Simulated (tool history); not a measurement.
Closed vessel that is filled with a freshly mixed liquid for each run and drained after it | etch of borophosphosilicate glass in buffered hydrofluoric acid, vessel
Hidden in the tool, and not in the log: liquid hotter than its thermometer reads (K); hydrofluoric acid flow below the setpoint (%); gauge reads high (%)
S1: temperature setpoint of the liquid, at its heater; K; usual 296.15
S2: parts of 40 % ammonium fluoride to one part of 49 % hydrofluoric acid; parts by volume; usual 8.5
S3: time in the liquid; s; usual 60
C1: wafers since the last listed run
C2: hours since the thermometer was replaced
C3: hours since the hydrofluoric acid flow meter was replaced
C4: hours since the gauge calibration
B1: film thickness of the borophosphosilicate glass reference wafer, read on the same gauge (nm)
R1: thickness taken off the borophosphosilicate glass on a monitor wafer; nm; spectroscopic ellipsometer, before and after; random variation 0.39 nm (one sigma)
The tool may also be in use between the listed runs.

run,hour,S1,S2,S3,C1,C2,C3,C4,B1,R1
1,0.0,296.15,8.5,50,0,1756.8,831.0,857.0,89.99,81.19
2,42.9,296.15,8.5,50,3847,1799.7,873.9,899.9,89.98,81.55
# hour 56.6: gauge calibrated
3,103.7,296.15,8.5,60,5453,1860.5,934.7,47.1,90.01,98.93
4,154.2,296.15,8.5,60,4529,1911.0,985.2,97.6,90.02,98.47
5,242.8,296.15,8.5,60,7947,1999.6,1073.8,186.2,89.97,98.52
6,304.2,296.15,8.5,60,5507,2061.0,1135.2,247.6,90.01,97.67
7,403.7,296.15,8.5,60,8924,2160.5,1234.7,347.1,89.98,96.91
8,441.0,296.15,8.5,60,3345,2197.8,1272.0,384.4,90.01,97.95
9,535.7,297.15,8.5,80,8494,2292.5,1366.7,479.1,90.04,137.18
10,618.7,297.15,8.5,80,7444,2375.5,1449.7,562.1,90.01,136.00
11,690.3,297.15,8.5,80,6422,2447.1,1521.3,633.7,90.00,138.16
12,759.8,296.15,8.5,60,6233,2516.6,1590.8,703.2,89.99,97.27
13,844.4,296.15,8.5,60,7588,2601.2,1675.4,787.8,89.99,97.53
14,888.8,299.65,6.5,95,3982,2645.6,1719.8,832.2,90.01,247.35
# hour 962.2: gauge calibrated
15,979.7,296.15,8.5,60,8153,2736.5,1810.7,17.5,90.05,96.97
# hour 1050.0: hydrofluoric acid flow meter replaced
16,1050.5,296.15,8.5,60,6260,2807.3,0.5,88.3,89.98,100.04
17,1098.5,294.65,5.0,45,4305,2855.3,48.5,136.3,89.99,114.23
18,1197.0,296.15,8.5,50,8835,2953.8,147.0,234.8,90.01,82.31
19,1264.4,296.15,8.5,40,6045,3021.2,214.4,302.2,90.00,66.05
# hour 1330.1: thermometer replaced
20,1371.0,292.15,11.0,60,9471,40.9,321.0,408.8,89.99,63.25
21,1462.1,294.15,7.0,90,8171,132.0,412.1,499.9,90.03,164.28
22,1564.5,294.15,7.0,90,9184,234.4,514.5,602.3,89.98,163.39
23,1635.4,296.15,9.5,60,6359,305.3,585.4,673.2,90.00,89.64
24,1738.6,300.65,6.5,50,9256,408.5,688.6,776.4,89.97,137.45
25,1830.4,292.65,8.5,60,8234,500.3,780.4,868.2,90.01,81.03
26,1895.4,300.15,10.5,30,5830,565.3,845.4,933.2,90.00,51.05

3 ways to go on from here, each from the tool as it stands after run 26. What would each give?
A,1896.1,296.15,8.5,60,62,566.0,846.1,933.9,?,?
B,1896.1,298.65,9.5,80,62,566.0,846.1,933.9,?,?
C,1896.1,291.65,11.0,75,62,566.0,846.1,933.9,?,?

run,B1,R1
A,89.99,98.99
B,89.99,137.80
C,89.99,77.36
Without the tool's hidden state the same runs would have given:
run,R1
A,100.38
B,138.93
C,78.33

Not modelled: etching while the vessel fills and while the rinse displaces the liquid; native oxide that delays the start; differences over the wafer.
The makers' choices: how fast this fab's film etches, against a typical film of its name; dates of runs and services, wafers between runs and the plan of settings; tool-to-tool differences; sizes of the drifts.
